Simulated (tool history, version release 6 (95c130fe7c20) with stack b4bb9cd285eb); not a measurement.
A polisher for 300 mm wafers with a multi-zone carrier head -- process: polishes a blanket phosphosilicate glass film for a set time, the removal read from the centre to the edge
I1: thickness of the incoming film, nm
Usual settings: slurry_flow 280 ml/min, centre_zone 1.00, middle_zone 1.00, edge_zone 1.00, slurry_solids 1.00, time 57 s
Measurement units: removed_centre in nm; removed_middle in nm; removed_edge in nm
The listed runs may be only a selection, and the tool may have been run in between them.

Run 1, day 0.000: usual settings; I1 3691.0. Result: removed_centre 518.9 nm, removed_middle 513.1 nm, removed_edge 525.7 nm.
Run 2, day 3.062: usual settings; I1 3674.4. Result: removed_centre 509.7 nm, removed_middle 507.9 nm, removed_edge 523.1 nm.
Run 3, day 6.471: usual settings; I1 3711.2. Result: removed_centre 510.1 nm, removed_middle 507.9 nm, removed_edge 513.8 nm.
Run 4, day 8.192: usual settings; I1 3653.2. Result: removed_centre 500.7 nm, removed_middle 496.6 nm, removed_edge 509.8 nm.
Run 5, day 10.083: usual settings; I1 3655.3. Result: removed_centre 492.8 nm, removed_middle 506.3 nm, removed_edge 511.7 nm.
At day 11.829: worn pad replaced by a new one.
Run 6, day 13.038: usual settings; I1 3683.4. Result: removed_centre 537.6 nm, removed_middle 529.8 nm, removed_edge 534.1 nm.
Run 7, day 15.908: usual settings but time 50 s; I1 3716.4. Result: removed_centre 457.6 nm, removed_middle 467.9 nm, removed_edge 468.1 nm.
Run 8, day 18.429: usual settings but centre_zone 0.94, edge_zone 1.08, time 70 s; I1 3648.1. Result: removed_centre 594.3 nm, removed_middle 638.4 nm, removed_edge 678.9 nm.
Run 9, day 22.242: usual settings but slurry_flow 250 ml/min, centre_zone 1.11, slurry_solids 1.15, time 70 s; I1 3652.0. Result: removed_centre 737.2 nm, removed_middle 657.0 nm, removed_edge 674.7 nm.
At day 25.379: slurry nozzle cleaned.
Run 10, day 25.950: usual settings but edge_zone 1.05, slurry_solids 0.80; I1 3652.3. Result: removed_centre 456.8 nm, removed_middle 468.9 nm, removed_edge 474.3 nm.
Run 11, day 28.162: usual settings but slurry_flow 325 ml/min, middle_zone 1.10, slurry_solids 0.90, time 51 s; I1 3714.5. Result: removed_centre 437.7 nm, removed_middle 480.9 nm, removed_edge 439.9 nm.
Run 12, day 31.404: usual settings but slurry_flow 360 ml/min, centre_zone 1.10, middle_zone 0.92, edge_zone 1.03; I1 3712.8. Result: removed_centre 566.9 nm, removed_middle 480.1 nm, removed_edge 528.8 nm.
At day 33.442: worn pad replaced by a new one.
At day 38.504: edge zone pressure recalibrated.
Run 13, day 41.500: usual settings but slurry_flow 340 ml/min, centre_zone 0.90, middle_zone 1.10, edge_zone 0.92; I1 3717.4. Result: removed_centre 478.2 nm, removed_middle 572.6 nm, removed_edge 513.6 nm.
Run 14, day 43.271: usual settings but slurry_solids 1.30, time 63 s; I1 3732.7. Result: removed_centre 627.0 nm, removed_middle 625.0 nm, removed_edge 645.6 nm.
Run 15, day 45.071: usual settings but edge_zone 1.08, time 71 s; I1 3727.7. Result: removed_centre 635.8 nm, removed_middle 636.0 nm, removed_edge 668.9 nm.
Run 16, day 46.796: usual settings; I1 3678.2. Result: removed_centre 521.5 nm, removed_middle 511.5 nm, removed_edge 511.6 nm.
At day 46.992: centre zone pressure recalibrated.
Run 17, day 50.212: usual settings; I1 3710.0. Result: removed_centre 494.6 nm, removed_middle 512.5 nm, removed_edge 512.5 nm.
Run 18, day 53.962: usual settings; I1 3748.5. Result: removed_centre 496.8 nm, removed_middle 498.3 nm, removed_edge 507.1 nm.
At day 57.383: worn pad replaced by a new one.
Run 19, day 57.804: usual settings but slurry_flow 330 ml/min, middle_zone 1.07, time 63 s; I1 3668.3. Result: removed_centre 592.0 nm, removed_middle 623.4 nm, removed_edge 608.3 nm.
At day 59.138: slurry nozzle cleaned.
Run 20, day 60.538: usual settings but middle_zone 0.89, edge_zone 1.12; I1 3729.6. Result: removed_centre 524.8 nm, removed_middle 474.2 nm, removed_edge 561.1 nm.
Run 21, day 62.404: usual settings but slurry_flow 310 ml/min, centre_zone 1.11, slurry_solids 0.70, time 70 s; I1 3676.6. Result: removed_centre 597.7 nm, removed_middle 550.7 nm, removed_edge 557.0 nm.
Run 22, day 65.992: usual settings but slurry_flow 330 ml/min, middle_zone 1.07, time 63 s; I1 3696.8. Result: removed_centre 580.6 nm, removed_middle 624.1 nm, removed_edge 587.5 nm.

Below are 3 alternative next runs, each starting from the tool's condition after run 22. Predict each:
Run A, day 66.008: usual settings but slurry_solids 0.75; I1 3678.5. Result: removed_centre ?, removed_middle ?, removed_edge ?.
Run B, day 66.008: usual settings but slurry_flow 345 ml/min, edge_zone 1.08, slurry_solids 0.80; I1 3678.5. Result: removed_centre ?, removed_middle ?, removed_edge ?.
Run C, day 66.008: usual settings but edge_zone 0.94; I1 3678.5. Result: removed_centre ?, removed_middle ?, removed_edge ?.

run  removed_centre  removed_middle  removed_edge
  A           455.9           453.6         454.7
  B           481.1           477.5         494.8
  C           519.4           516.9         503.1
Take away the tool's hidden state, keep each run's random variation, and the runs would have read:
run  removed_centre  removed_middle  removed_edge
  A           469.0           466.7         467.9
  B           495.0           491.3         509.1
  C           534.4           531.8         517.6
